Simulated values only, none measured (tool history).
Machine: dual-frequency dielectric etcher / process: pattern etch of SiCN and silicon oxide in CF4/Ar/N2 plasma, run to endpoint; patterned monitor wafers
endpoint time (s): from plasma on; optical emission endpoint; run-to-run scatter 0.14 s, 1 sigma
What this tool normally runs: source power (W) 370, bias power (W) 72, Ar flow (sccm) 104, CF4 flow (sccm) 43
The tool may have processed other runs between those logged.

run,hour,source power (W),bias power (W),Ar flow (sccm),CF4 flow (sccm),"incoming incoming film thickness, nm",endpoint time (s)
1,0.0,370,80,104,43,13.50,21.7
2,93.8,370,80,104,43,13.47,21.7
3,137.7,370,72,111,43,13.45,22.7
4,228.5,370,72,111,43,13.49,22.3
# hour 306.6: wet clean of the chamber
5,335.0,370,72,104,43,13.54,23.1
6,396.3,370,72,104,43,13.39,22.7
7,466.0,370,72,104,43,13.58,23.0

Estimate the outcome of run 8 from the log above:
# hour 499.7: upper electrode replaced
# hour 500.7: Ar flow controller replaced
8,527.4,340,72,104,47,13.54,?

{"run 8": {"endpoint time (s)": 24.7}}
Without the tool's hidden state the same run would have given endpoint time (s) 25.2.
